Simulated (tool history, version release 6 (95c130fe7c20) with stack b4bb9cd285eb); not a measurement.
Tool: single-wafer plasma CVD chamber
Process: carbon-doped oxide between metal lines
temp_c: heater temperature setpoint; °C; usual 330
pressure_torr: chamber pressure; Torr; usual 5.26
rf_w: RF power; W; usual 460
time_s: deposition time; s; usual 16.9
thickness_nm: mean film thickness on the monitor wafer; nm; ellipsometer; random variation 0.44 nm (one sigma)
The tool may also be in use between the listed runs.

run	day	temp_c	pressure_torr	rf_w	time_s	read-back reference wafer on the same gauge, thickness_nm	thickness_nm
1	0.000	330	5.26	460	16.9	96.909	84.186
2	2.179	330	5.72	460	16.9	96.922	86.427
3	3.933	330	5.72	460	16.9	97.050	85.165
4	6.038	330	5.72	460	16.9	97.199	85.247
# day 7.750: capacitance manometer re-zeroed and calibrated
5	8.746	330	5.26	460	16.9	96.975	84.571
6	11.483	330	5.26	425	18.7	96.915	89.956
7	14.362	321	6.14	380	15.8	97.017	75.862
8	18.483	338	5.70	490	13.6	96.865	69.808
9	21.258	330	5.26	460	16.9	97.031	85.344
10	23.346	336	5.67	375	15.1	97.012	67.246
11	24.821	330	5.26	460	16.9	97.032	85.802
12	26.238	330	4.75	460	16.9	97.064	83.783
13	28.417	330	5.26	460	19.4	97.039	97.532
# day 29.358: thermocouple changed; heater temperature recalibrated
14	31.046	330	5.26	460	16.9	97.075	83.978
15	32.592	323	5.26	460	16.9	96.938	86.007
16	35.017	330	5.26	460	16.9	96.991	84.104
17	37.662	316	5.68	430	19.2	96.905	97.687
18	38.938	322	5.26	500	15.2	97.051	80.982
19	40.112	330	5.26	460	16.9	97.039	84.797
20	42.796	330	4.20	460	16.9	96.926	80.615
# day 44.458: capacitance manometer re-zeroed and calibrated
21	44.838	330	5.26	460	16.9	96.989	85.124

The next listed run, before its measurement:
22	46.483	320	5.26	460	15.1	?	?

read-back reference wafer on the same gauge, thickness_nm: 97.087
thickness_nm: 77.768 nm
Without the tool's hidden state the same run would have given thickness_nm 77.066 nm.

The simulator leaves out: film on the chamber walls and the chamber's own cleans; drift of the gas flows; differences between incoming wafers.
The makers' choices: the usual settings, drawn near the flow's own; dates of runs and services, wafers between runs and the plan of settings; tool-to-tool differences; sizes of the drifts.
